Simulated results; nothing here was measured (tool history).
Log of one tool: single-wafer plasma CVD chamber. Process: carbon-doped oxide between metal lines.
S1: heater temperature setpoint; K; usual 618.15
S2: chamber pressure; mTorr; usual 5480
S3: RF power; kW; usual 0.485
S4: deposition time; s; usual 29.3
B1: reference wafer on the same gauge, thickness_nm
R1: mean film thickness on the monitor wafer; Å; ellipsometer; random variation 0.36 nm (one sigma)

| run | day | S1 | S2 | S3 | S4 | B1 | R1 |
|---|---|---|---|---|---|---|---|
| 1 | 0 | 618.15 | 5480 | 0.485 | 29.3 | 126.069 | 1246.17 |
| 2 | 0.458 | 618.15 | 5480 | 0.485 | 29.3 | 126.032 | 1249.96 |
| 3 | 1.179 | 618.15 | 5480 | 0.485 | 29.3 | 126.074 | 1248 |
| 4 | 1.758 | 618.15 | 5480 | 0.485 | 29.3 | 125.986 | 1246.67 |
| 5 | 2.508 | 618.15 | 5480 | 0.485 | 29.3 | 125.923 | 1242.99 |
| 6 | 2.762 | 618.15 | 5480 | 0.485 | 29.3 | 125.938 | 1242.64 |
|  | 3.521 | thermocouple changed; heater temperature recalibrated |
| 7 | 3.542 | 618.15 | 5480 | 0.485 | 29.3 | 126.032 | 1240.57 |
| 8 | 3.762 | 618.15 | 6210 | 0.485 | 29.3 | 125.955 | 1248.78 |
|  | 4.267 | showerhead replaced, of another model than before |
| 9 | 4.288 | 618.15 | 6210 | 0.485 | 29.3 | 126.02 | 1290.72 |
| 10 | 4.438 | 618.15 | 6210 | 0.485 | 29.3 | 126.003 | 1290.12 |
|  | 5.238 | capacitance manometer re-zeroed and calibrated |
| 11 | 5.258 | 611.15 | 5480 | 0.405 | 29.3 | 125.975 | 1109.96 |
| 12 | 5.362 | 606.15 | 5480 | 0.56 | 34.6 | 125.984 | 1722.8 |
|  | 5.679 | gauge calibrated |
| 13 | 5.896 | 612.15 | 5480 | 0.43 | 29.3 | 125.936 | 1170.23 |
| 14 | 6.488 | 618.15 | 5480 | 0.485 | 29.3 | 125.996 | 1267.7 |
|  | 7.225 | RF generator calibrated |
| 15 | 7.246 | 618.15 | 5480 | 0.485 | 29.3 | 125.992 | 1364.68 |
| 16 | 7.558 | 618.15 | 6110 | 0.53 | 29.3 | 125.99 | 1471.21 |
| 17 | 9.338 | 618.15 | 4540 | 0.485 | 29.3 | 125.953 | 1328 |
| 18 | 10.021 | 618.15 | 6070 | 0.485 | 24.1 | 126.016 | 1134.92 |
| 19 | 10.612 | 628.15 | 5480 | 0.485 | 29.3 | 126.019 | 1326.58 |
| 20 | 11.288 | 618.15 | 4860 | 0.565 | 29.3 | 126.012 | 1488.36 |

Forecast each of these 4 alternatives for the next run:
| A | 11.304 | 618.15 | 5480 | 0.485 | 29.3 | ? | ? |
| B | 11.304 | 623.15 | 5480 | 0.485 | 29.3 | ? | ? |
| C | 11.304 | 613.15 | 5480 | 0.425 | 33.3 | ? | ? |
| D | 11.304 | 605.15 | 6600 | 0.485 | 29.3 | ? | ? |

| run | B1 | R1 |
|---|---|---|
| A | 126.07 | 1356.94 |
| B | 126.07 | 1339.35 |
| C | 126.07 | 1402.04 |
| D | 126.07 | 1433.41 |
Without the tool's hidden state the same runs would have given:
| run | R1 |
|---|---|
| A | 1370.79 |
| B | 1353.02 |
| C | 1418.61 |
| D | 1448.03 |

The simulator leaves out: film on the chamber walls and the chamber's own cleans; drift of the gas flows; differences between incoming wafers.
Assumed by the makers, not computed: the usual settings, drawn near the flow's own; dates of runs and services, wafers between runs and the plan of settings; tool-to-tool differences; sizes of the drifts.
